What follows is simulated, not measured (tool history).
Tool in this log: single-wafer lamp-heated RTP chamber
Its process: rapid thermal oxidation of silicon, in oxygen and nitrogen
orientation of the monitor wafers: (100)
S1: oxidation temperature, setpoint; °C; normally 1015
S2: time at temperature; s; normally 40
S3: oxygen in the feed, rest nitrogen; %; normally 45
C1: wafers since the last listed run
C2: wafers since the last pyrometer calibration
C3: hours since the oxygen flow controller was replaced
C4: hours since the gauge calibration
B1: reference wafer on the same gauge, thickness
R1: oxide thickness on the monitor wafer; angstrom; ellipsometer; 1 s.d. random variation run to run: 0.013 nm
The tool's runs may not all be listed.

run     day    S1  S2  S3    C1    C2      C3     C4     B1     R1
  1       0  1033  40  45     0   391  6136.4  665.3   3.93  52.06
      0.104  -- gauge calibrated
  2   2.875  1015  40  26  1113  1504  6205.4   66.5   3.93  39.51
  3   5.575  1015  40  26  1045  2549  6270.2  131.3  3.931  39.79
      6.308  -- pyrometer window cleaned and pyrometer calibrated
  4   8.029   998  40  45   821   665  6329.1  190.2  3.931  41.49
       14.4  -- pyrometer window cleaned and pyrometer calibrated
     15.158  -- oxygen flow controller replaced
  5  15.788   998  40  45  2745   408    15.1  376.4  3.929  41.76
  6  17.921   995  40  45   825  1234    66.3  427.6  3.928  40.86
  7    20.7   995  40  45  1075  2309     133  494.3  3.933  41.34
  8  22.521  1015  40  45   704  3014   176.7    538  3.932  47.31
     23.712  -- pyrometer window cleaned and pyrometer calibrated
  9  23.733  1006  24  53   340     8   205.8  567.1   3.93  37.69
 10  26.229  1036  40  73   966   974   265.7    627  3.931  62.97
     27.171  -- gauge calibrated
 11  29.183  1005  40  45  1143  2118   336.6   48.3  3.931  44.08
 12  31.058  1015  40  26   725  2844   381.6   93.3   3.93  39.78
     31.688  -- pyrometer window cleaned and pyrometer calibrated
 13  32.433  1015  40  45   403   288   414.6  126.3   3.93   46.5
 14  34.962  1015  31  45   979  1267   475.3    187   3.93  42.47

Estimate the outcome of run 15 from the log above:
 15  37.304  1035  40  36  906  2174  531.5  243.2   ?   ?

{"run 15": {"B1": 3.93, "R1": 50.15}}
With no hidden state in the tool, this same run would have given R1 48.88 angstrom.
